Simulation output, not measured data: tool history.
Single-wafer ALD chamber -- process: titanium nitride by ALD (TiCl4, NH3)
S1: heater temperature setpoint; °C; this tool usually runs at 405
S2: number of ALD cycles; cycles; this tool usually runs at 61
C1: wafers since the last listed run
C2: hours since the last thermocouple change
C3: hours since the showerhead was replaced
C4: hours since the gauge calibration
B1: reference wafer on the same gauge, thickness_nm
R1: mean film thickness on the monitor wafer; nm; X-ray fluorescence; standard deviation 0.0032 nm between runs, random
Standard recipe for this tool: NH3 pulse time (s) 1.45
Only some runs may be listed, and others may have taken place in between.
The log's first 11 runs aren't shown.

At hour 136.1: thermocouple changed; heater temperature recalibrated.
Run 12, hour 136.6: usual settings but S1 414 °C; C1 4; C2 0.5; C3 6893.4; C4 33.5; B1 1.309. Result: R1 1.287 nm.
Run 13, hour 147.3: usual settings but S1 414 °C; C1 51; C2 11.2; C3 6904.1; C4 44.2; B1 1.308. Result: R1 1.294 nm.
Run 14, hour 154.9: usual settings; C1 36; C2 18.8; C3 6911.7; C4 51.8; B1 1.308. Result: R1 1.292 nm.
Run 15, hour 165.5: usual settings; C1 50; C2 29.4; C3 6922.3; C4 62.4; B1 1.308. Result: R1 1.282 nm.
Run 16, hour 181.9: usual settings; C1 78; C2 45.8; C3 6938.7; C4 78.8; B1 1.308. Result: R1 1.290 nm.
Run 17, hour 188.0: usual settings; C1 29; C2 51.9; C3 6944.8; C4 84.9; B1 1.308. Result: R1 1.284 nm.
Run 18, hour 205.6: usual settings but NH3 pulse time (s) 1.87; C1 84; C2 69.5; C3 6962.4; C4 102.5; B1 1.308. Result: R1 1.302 nm.
Run 19, hour 213.9: usual settings but S1 413 °C, S2 68 cycles, NH3 pulse time (s) 1.21; C1 39; C2 77.8; C3 6970.7; C4 110.8; B1 1.309. Result: R1 1.425 nm.
At hour 229.9: showerhead replaced.
Run 20, hour 230.4: usual settings; C1 40; C2 94.3; C3 0.5; C4 127.3; B1 1.309. Result: R1 1.290 nm.
Run 21, hour 238.5: usual settings; C1 38; C2 102.4; C3 8.6; C4 135.4; B1 1.309. Result: R1 1.289 nm.
Run 22, hour 249.2: usual settings but S2 57 cycles; C1 51; C2 113.1; C3 19.3; C4 146.1; B1 1.309. Result: R1 1.198 nm.
Run 23, hour 263.8: usual settings; C1 70; C2 127.7; C3 33.9; C4 160.7; B1 1.309. Result: R1 1.288 nm.
Run 24, hour 278.3: usual settings; C1 69; C2 142.2; C3 48.4; C4 175.2; B1 1.311. Result: R1 1.288 nm.
Run 25, hour 284.9: usual settings but NH3 pulse time (s) 1.76; C1 31; C2 148.8; C3 55.0; C4 181.8; B1 1.310. Result: R1 1.304 nm.
Run 26, hour 291.3: usual settings; C1 30; C2 155.2; C3 61.4; C4 188.2; B1 1.310. Result: R1 1.293 nm.
Run 27, hour 307.3: usual settings; C1 76; C2 171.2; C3 77.4; C4 204.2; B1 1.311. Result: R1 1.292 nm.
Run 28, hour 321.0: usual settings but S1 415 °C, S2 53 cycles, NH3 pulse time (s) 1.08; C1 65; C2 184.9; C3 91.1; C4 217.9; B1 1.312. Result: R1 1.110 nm.
Run 29, hour 328.1: usual settings but S1 396 °C, S2 56 cycles, NH3 pulse time (s) 1.99; C1 34; C2 192.0; C3 98.2; C4 225.0; B1 1.311. Result: R1 1.195 nm.
Run 30, hour 344.2: usual settings; C1 77; C2 208.1; C3 114.3; C4 241.1; B1 1.312. Result: R1 1.289 nm.

Run 31 is up next; what results do you expect?
Run 31, hour 357.9: usual settings but NH3 pulse time (s) 0.92; C1 65; C2 221.8; C3 128.0; C4 254.8; B1 ?. Result: R1 ?.

{"run 31": {"B1": 1.313, "R1": 1.257}}
Take away the tool's hidden state, keep the run-to-run variation as it was, and the same run would have given R1 1.255 nm.
